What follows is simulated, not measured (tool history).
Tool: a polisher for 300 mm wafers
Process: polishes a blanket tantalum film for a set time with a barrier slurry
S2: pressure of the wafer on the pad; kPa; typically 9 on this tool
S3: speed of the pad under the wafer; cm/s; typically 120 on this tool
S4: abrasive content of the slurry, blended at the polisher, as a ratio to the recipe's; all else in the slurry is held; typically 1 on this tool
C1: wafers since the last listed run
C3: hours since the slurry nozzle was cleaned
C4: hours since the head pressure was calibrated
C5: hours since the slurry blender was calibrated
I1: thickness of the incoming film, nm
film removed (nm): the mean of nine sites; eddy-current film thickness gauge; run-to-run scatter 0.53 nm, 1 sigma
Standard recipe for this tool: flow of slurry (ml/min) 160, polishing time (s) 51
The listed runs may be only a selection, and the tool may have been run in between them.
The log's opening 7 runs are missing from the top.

{"run": 8, "hour": 708.0, "flow of slurry (ml/min)": 185, "S2": 9, "S3": 120, "S4": 1, "polishing time (s)": 46, "C1": 690, "wafers polished on this pad": 5695, "C3": 440.3, "C4": 396.5, "C5": 72.1, "I1": 351.7, "film removed (nm)": 55}
{"run": 9, "hour": 750.6, "flow of slurry (ml/min)": 160, "S2": 9, "S3": 120, "S4": 1, "polishing time (s)": 51, "C1": 513, "wafers polished on this pad": 6208, "C3": 482.9, "C4": 439.1, "C5": 114.7, "I1": 345.9, "film removed (nm)": 59}
{"hour": 802.9, "done": "slurry nozzle cleaned"}
{"hour": 828.4, "done": "worn pad replaced by a new one"}
{"run": 10, "hour": 856.2, "flow of slurry (ml/min)": 160, "S2": 9, "S3": 120, "S4": 1, "polishing time (s)": 51, "C1": 1211, "wafers polished on this pad": 334, "C3": 53.3, "C4": 544.7, "C5": 220.3, "I1": 349.8, "film removed (nm)": 59.1}
{"hour": 878.3, "done": "head pressure recalibrated"}
{"run": 11, "hour": 988.9, "flow of slurry (ml/min)": 160, "S2": 9, "S3": 120, "S4": 1, "polishing time (s)": 51, "C1": 1574, "wafers polished on this pad": 1909, "C3": 186, "C4": 110.6, "C5": 353, "I1": 348.9, "film removed (nm)": 58.2}
{"run": 12, "hour": 1275.1, "flow of slurry (ml/min)": 160, "S2": 9, "S3": 120, "S4": 1, "polishing time (s)": 51, "C1": 3447, "wafers polished on this pad": 5356, "C3": 472.2, "C4": 396.8, "C5": 639.2, "I1": 352.7, "film removed (nm)": 57.5}
{"hour": 1309.8, "done": "slurry blender recalibrated"}
{"run": 13, "hour": 1312.1, "flow of slurry (ml/min)": 160, "S2": 9, "S3": 120, "S4": 1, "polishing time (s)": 51, "C1": 421, "wafers polished on this pad": 5777, "C3": 509.2, "C4": 433.8, "C5": 2.3, "I1": 348.4, "film removed (nm)": 59}
{"hour": 1358.5, "done": "slurry nozzle cleaned"}
{"run": 14, "hour": 1359.0, "flow of slurry (ml/min)": 110, "S2": 9, "S3": 102, "S4": 0.8, "polishing time (s)": 51, "C1": 552, "wafers polished on this pad": 6330, "C3": 0.5, "C4": 480.7, "C5": 49.2, "I1": 345.5, "film removed (nm)": 44.3}
{"hour": 1447.5, "done": "worn pad replaced by a new one"}
{"run": 15, "hour": 1464.7, "flow of slurry (ml/min)": 160, "S2": 9, "S3": 120, "S4": 1, "polishing time (s)": 51, "C1": 1224, "wafers polished on this pad": 207, "C3": 106.2, "C4": 586.4, "C5": 154.9, "I1": 346.1, "film removed (nm)": 59.2}
{"run": 16, "hour": 1564.9, "flow of slurry (ml/min)": 160, "S2": 6.9, "S3": 120, "S4": 1, "polishing time (s)": 38, "C1": 1206, "wafers polished on this pad": 1414, "C3": 206.4, "C4": 686.6, "C5": 255.1, "I1": 349.5, "film removed (nm)": 33.3}
{"hour": 1584.2, "done": "head pressure recalibrated"}
{"run": 17, "hour": 1624.5, "flow of slurry (ml/min)": 160, "S2": 11, "S3": 120, "S4": 1, "polishing time (s)": 51, "C1": 693, "wafers polished on this pad": 2108, "C3": 266, "C4": 40.3, "C5": 314.7, "I1": 343.8, "film removed (nm)": 72.4}
{"run": 18, "hour": 1683.9, "flow of slurry (ml/min)": 190, "S2": 9, "S3": 138, "S4": 1, "polishing time (s)": 51, "C1": 715, "wafers polished on this pad": 2823, "C3": 325.4, "C4": 99.7, "C5": 374.1, "I1": 356.7, "film removed (nm)": 68.7}
{"run": 19, "hour": 1720.4, "flow of slurry (ml/min)": 160, "S2": 9, "S3": 120, "S4": 1, "polishing time (s)": 51, "C1": 439, "wafers polished on this pad": 3263, "C3": 361.9, "C4": 136.2, "C5": 410.6, "I1": 353.6, "film removed (nm)": 57.9}
{"run": 20, "hour": 1827.8, "flow of slurry (ml/min)": 160, "S2": 9, "S3": 120, "S4": 1, "polishing time (s)": 39, "C1": 1293, "wafers polished on this pad": 4556, "C3": 469.3, "C4": 243.6, "C5": 518, "I1": 354.4, "film removed (nm)": 43.5}
{"hour": 1852.3, "done": "slurry blender recalibrated"}
{"hour": 1930.2, "done": "slurry nozzle cleaned"}
{"run": 21, "hour": 1934.1, "flow of slurry (ml/min)": 160, "S2": 9, "S3": 120, "S4": 1, "polishing time (s)": 51, "C1": 1244, "wafers polished on this pad": 5800, "C3": 3.9, "C4": 349.9, "C5": 81.8, "I1": 352.7, "film removed (nm)": 61.3}
{"run": 22, "hour": 1972.0, "flow of slurry (ml/min)": 145, "S2": 9, "S3": 120, "S4": 0.85, "polishing time (s)": 58, "C1": 456, "wafers polished on this pad": 6257, "C3": 41.8, "C4": 387.8, "C5": 119.7, "I1": 352.2, "film removed (nm)": 63.9}
{"hour": 2105.6, "done": "worn pad replaced by a new one"}
{"hour": 2152.6, "done": "head pressure recalibrated"}
{"run": 23, "hour": 2222.8, "flow of slurry (ml/min)": 160, "S2": 9, "S3": 120, "S4": 1, "polishing time (s)": 51, "C1": 2948, "wafers polished on this pad": 1387, "C3": 292.6, "C4": 70.2, "C5": 370.5, "I1": 353.8, "film removed (nm)": 58.2}
{"run": 24, "hour": 2282.0, "flow of slurry (ml/min)": 160, "S2": 7.6, "S3": 94, "S4": 0.75, "polishing time (s)": 62, "C1": 713, "wafers polished on this pad": 2100, "C3": 351.8, "C4": 129.4, "C5": 429.7, "I1": 352.3, "film removed (nm)": 42}
{"run": 25, "hour": 2327.0, "flow of slurry (ml/min)": 160, "S2": 9, "S3": 104, "S4": 0.8, "polishing time (s)": 51, "C1": 541, "wafers polished on this pad": 2642, "C3": 396.8, "C4": 174.4, "C5": 474.7, "I1": 351.4, "film removed (nm)": 46.2}
{"run": 26, "hour": 2431.7, "flow of slurry (ml/min)": 160, "S2": 11, "S3": 144, "S4": 1, "polishing time (s)": 51, "C1": 1261, "wafers polished on this pad": 3903, "C3": 501.5, "C4": 279.1, "C5": 579.4, "I1": 345.4, "film removed (nm)": 84.6}
{"hour": 2491.1, "done": "slurry nozzle cleaned"}
{"hour": 2499.3, "done": "slurry blender recalibrated"}
{"run": 27, "hour": 2535.8, "flow of slurry (ml/min)": 160, "S2": 9, "S3": 138, "S4": 0.9, "polishing time (s)": 38, "C1": 1217, "wafers polished on this pad": 5121, "C3": 44.7, "C4": 383.2, "C5": 36.5, "I1": 343.9, "film removed (nm)": 50.3}
{"run": 28, "hour": 2575.4, "flow of slurry (ml/min)": 160, "S2": 9, "S3": 120, "S4": 1.15, "polishing time (s)": 51, "C1": 476, "wafers polished on this pad": 5598, "C3": 84.3, "C4": 422.8, "C5": 76.1, "I1": 352.6, "film removed (nm)": 63}
{"run": 29, "hour": 2640.2, "flow of slurry (ml/min)": 200, "S2": 9, "S3": 120, "S4": 1.15, "polishing time (s)": 44, "C1": 780, "wafers polished on this pad": 6379, "C3": 149.1, "C4": 487.6, "C5": 140.9, "I1": 352.3, "film removed (nm)": 55.9}
{"run": 30, "hour": 2723.0, "flow of slurry (ml/min)": 160, "S2": 9, "S3": 84, "S4": 1, "polishing time (s)": 60, "C1": 997, "wafers polished on this pad": 7376, "C3": 231.9, "C4": 570.4, "C5": 223.7, "I1": 348.9, "film removed (nm)": 48.4}
{"hour": 2739.6, "done": "worn pad replaced by a new one"}
{"run": 31, "hour": 2763.6, "flow of slurry (ml/min)": 160, "S2": 9, "S3": 94, "S4": 1.25, "polishing time (s)": 56, "C1": 440, "wafers polished on this pad": 289, "C3": 272.5, "C4": 611, "C5": 264.3, "I1": 348.5, "film removed (nm)": 52.9}

Here are 3 independent what-if runs from the current tool condition. What would each one return?
{"run": "A", "hour": 2764.0, "flow of slurry (ml/min)": 160, "S2": 9, "S3": 136, "S4": 1, "polishing time (s)": 51, "C1": 4, "wafers polished on this pad": 294, "C3": 272.9, "C4": 611.4, "C5": 264.7, "I1": 353.6, "film removed (nm)": "?"}
{"run": "B", "hour": 2764.0, "flow of slurry (ml/min)": 115, "S2": 9, "S3": 86, "S4": 1, "polishing time (s)": 61, "C1": 4, "wafers polished on this pad": 294, "C3": 272.9, "C4": 611.4, "C5": 264.7, "I1": 353.6, "film removed (nm)": "?"}
{"run": "C", "hour": 2764.0, "flow of slurry (ml/min)": 110, "S2": 9, "S3": 134, "S4": 0.85, "polishing time (s)": 64, "C1": 4, "wafers polished on this pad": 294, "C3": 272.9, "C4": 611.4, "C5": 264.7, "I1": 353.6, "film removed (nm)": "?"}

run=A film_removed_(nm)=65.8
run=B film_removed_(nm)=46
run=C film_removed_(nm)=70.3
Stripped of hidden state, with their random variation kept, the same runs would have yielded:
run=A film_removed_(nm)=69.3
run=B film_removed_(nm)=48.8
run=C film_removed_(nm)=74.9

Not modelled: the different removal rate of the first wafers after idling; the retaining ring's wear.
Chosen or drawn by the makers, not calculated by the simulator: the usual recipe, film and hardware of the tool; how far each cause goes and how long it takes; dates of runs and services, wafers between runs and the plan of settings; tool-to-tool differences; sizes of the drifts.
